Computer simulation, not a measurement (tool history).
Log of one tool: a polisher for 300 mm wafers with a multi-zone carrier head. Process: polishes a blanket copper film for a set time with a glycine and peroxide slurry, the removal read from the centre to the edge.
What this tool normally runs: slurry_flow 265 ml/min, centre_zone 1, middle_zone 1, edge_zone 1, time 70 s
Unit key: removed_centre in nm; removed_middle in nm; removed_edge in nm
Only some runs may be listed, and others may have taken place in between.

run,hour,slurry_flow,centre_zone,middle_zone,edge_zone,time,wafers since the last listed run,wafers polished on this pad,hours since the slurry nozzle was cleaned,hours since the centre zone pressure was calibrated,hours since the edge zone pressure was calibrated,hours since the carrier head's membrane was replaced,"incoming thickness of the incoming film, nm",removed_centre,removed_middle,removed_edge
1,0,265,1,1,1,70,0,6592,190.8,525.4,618.6,1473.3,2315.3,535.9,514.9,551.4
# hour 127.2: edge zone pressure recalibrated
2,178.2,265,1.04,1.1,0.92,70,2254,8847,369,703.6,51,1651.5,2355.7,563.4,572.3,529.1
3,249.9,265,1,1,1,70,917,9764,440.7,775.3,122.7,1723.2,2334.4,531.6,531.6,542.7
# hour 334.7: worn pad replaced by a new one
4,336.3,315,1,1,1,55,1054,20,527.1,861.7,209.1,1809.6,2320.7,440.3,421.6,430.6
5,428.1,265,1,1,1,93,1174,1194,618.9,953.5,300.9,1901.4,2355.7,710.7,694.4,719.4
6,472.9,265,1,1,1,87,573,1767,663.7,998.3,345.7,1946.2,2357.3,662.8,649.7,674.3
# hour 501.3: carrier head's membrane replaced by a new one
7,516.7,230,1,1.06,1.07,50,496,2264,707.5,1042.1,389.5,15.4,2324.7,368.9,384.1,388.2
# hour 570.4: centre zone pressure recalibrated
8,620.7,170,0.92,1,1,70,1305,3569,811.5,50.3,493.5,119.4,2309.2,438.4,470.5,499.4
# hour 677.4: slurry nozzle cleaned
9,721,180,0.88,0.9,0.88,70,1270,4839,43.6,150.6,593.8,219.7,2386.8,446.1,452.9,491.8
10,797.7,215,0.94,0.93,1,61,981,5821,120.3,227.3,670.5,296.4,2349.2,428.6,414.2,460.2
11,855.4,330,1,1,1,76,738,6559,178,285,728.2,354.1,2351.7,604.4,581.7,598.1
12,904.6,265,1,1,1,70,629,7188,227.2,334.2,777.4,403.3,2359.5,545.3,534.7,539.6
13,968.9,200,1,1,1,78,822,8011,291.5,398.5,841.7,467.6,2363.9,580,572.8,592.1
# hour 973.7: edge zone pressure recalibrated
14,1141.6,265,1,1,1,93,2184,10195,464.2,571.2,167.9,640.3,2346.7,713.7,704.3,717
# hour 1155.1: worn pad replaced by a new one
15,1198.2,265,1,1.09,1.05,70,672,551,520.8,627.8,224.5,696.9,2371.5,538.1,556.4,556.5
16,1253.7,265,1,1.04,1,70,710,1262,576.3,683.3,280,752.4,2354.6,542.6,534.1,541.7
17,1304.4,265,0.89,1.1,1,70,648,1910,627,734,330.7,803.1,2332.5,475.6,561.6,532.2
18,1365.6,350,1,1,1,70,783,2693,688.2,795.2,391.9,864.3,2319.8,537.6,538.8,554.9
# hour 1379.1: slurry nozzle cleaned
19,1419.4,170,1,1,1,70,675,3369,40.3,849,445.7,918.1,2320.9,499,498,513.8
20,1498.6,295,1,1,1,82,1013,4382,119.5,928.2,524.9,997.3,2328.2,633.1,622.6,654
21,1602.7,265,1,1,1,81,1331,5714,223.6,1032.3,629,1101.4,2339.3,631.9,619.5,627.6

Below, some changes in removed_centre between adjacent runs. For each, the amount present without the hidden state too (settings, incoming material, random variation) and the amount remaining for the hidden state with gauge scatter not shared by both compared results:
The hidden state here: removal rate lost through wear of the pad, %; slurry flow missing at the pad, %; deviation of the centre zone's pressure from its setpoint, %; deviation of the edge zone's pressure from its setpoint, %.
Run 4 -> 5: slurry_flow 315 -> 265, time 55 -> 93. removed_centre +270.4 nm: hidden state -8.2, all else +278.6.
Run 6 -> 7: slurry_flow 265 -> 230, middle_zone 1 -> 1.06, edge_zone 1 -> 1.07, time 87 -> 50, carrier head's membrane replaced by a new one. removed_centre -293.9 nm: hidden state +3.4, all else -297.3.
Run 7 -> 8: slurry_flow 230 -> 170, centre_zone 1 -> 0.92, middle_zone 1.06 -> 1, edge_zone 1.07 -> 1, time 50 -> 70, centre zone pressure recalibrated. removed_centre +69.5 nm: hidden state -14.4, all else +83.9.
Run 8 -> 9: slurry_flow 170 -> 180, centre_zone 0.92 -> 0.88, middle_zone 1 -> 0.9, edge_zone 1 -> 0.88, slurry nozzle cleaned. removed_centre +7.7 nm: hidden state +22.5, all else -14.8.
